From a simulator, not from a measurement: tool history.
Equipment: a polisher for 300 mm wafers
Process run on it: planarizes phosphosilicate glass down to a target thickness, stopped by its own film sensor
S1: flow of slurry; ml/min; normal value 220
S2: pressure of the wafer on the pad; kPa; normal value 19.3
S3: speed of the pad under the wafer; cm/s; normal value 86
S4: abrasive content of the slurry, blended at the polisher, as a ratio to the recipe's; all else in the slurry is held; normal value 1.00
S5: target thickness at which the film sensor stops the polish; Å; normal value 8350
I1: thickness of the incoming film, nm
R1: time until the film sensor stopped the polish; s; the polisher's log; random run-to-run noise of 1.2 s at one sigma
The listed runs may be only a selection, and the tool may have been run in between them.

run,day,S1,S2,S3,S4,S5,I1,R1
1,0.000,220,19.3,64,1.00,8350,1355.0,81.6
# day 1.896: conditioning disc replaced and pad reconditioned
2,5.133,220,19.3,86,1.00,8350,1358.3,71.7
# day 6.092: worn pad replaced by a new one
3,8.312,170,19.3,86,1.00,8350,1359.0,71.6
4,10.433,220,19.3,86,1.20,8350,1340.7,61.5
# day 11.317: slurry blender recalibrated
5,13.083,200,15.9,86,1.00,8350,1355.9,78.8
6,16.733,195,14.5,102,1.00,8350,1341.3,76.6
7,20.750,270,19.3,86,1.10,8350,1341.7,62.0
8,23.175,220,22.1,66,1.00,8350,1341.8,69.0
9,26.896,190,13.1,86,0.75,8350,1334.6,96.9
10,29.092,175,19.3,86,1.00,8350,1343.2,67.3
11,30.758,220,19.3,86,1.00,6830,1342.5,85.0
# day 33.717: slurry nozzle cleaned
12,35.079,220,25.5,86,1.00,8350,1352.6,55.4
13,37.192,295,24.1,86,1.00,8350,1332.2,53.8
# day 37.733: conditioning disc replaced and pad reconditioned
# day 40.888: head pressure recalibrated
# day 41.112: worn pad replaced by a new one
14,41.392,250,15.2,86,1.00,6610,1323.8,108.3
15,42.896,220,19.3,86,1.00,8350,1340.7,70.0
# day 43.217: slurry blender recalibrated
16,44.775,220,19.3,56,1.00,9280,1371.1,76.4
17,48.667,220,19.3,86,1.00,8350,1348.4,69.0
18,51.288,180,19.3,106,1.00,8350,1376.2,68.2
19,53.958,220,19.3,86,1.00,8350,1353.4,71.0
20,55.783,290,19.3,106,0.80,7230,1362.4,87.6
21,60.038,220,25.5,86,0.75,9230,1366.1,57.6
22,63.200,200,19.3,86,1.00,6830,1332.4,89.1
23,65.092,220,25.5,114,1.00,9840,1345.2,33.7
# day 67.454: slurry nozzle cleaned
# day 68.458: worn pad replaced by a new one
# day 68.950: conditioning disc replaced and pad reconditioned
24,69.567,250,19.3,76,1.00,8350,1332.9,68.5

What was the tool's hidden state at every run in the log?
removal rate lost through wear of the pad, %: 0 across all the runs
slurry flow missing at the pad, %: 0 across all the runs
abrasive missing from the slurry, %: 0 across all the runs
time polished since the conditioner stopped cutting, s: 0 across all the runs
H1: deviation of the head's pressure from its setpoint, %
run,H1
1,2.33
2,3.93
3,4.92
4,5.58
5,6.4
6,7.54
7,8.79
8,9.55
9,10.7
10,11.4
11,11.9
12,13.3
13,13.9
14,0.478
15,0.946
16,1.53
17,2.74
18,3.56
19,4.39
20,4.96
21,6.29
22,7.27
23,7.86
24,9.26
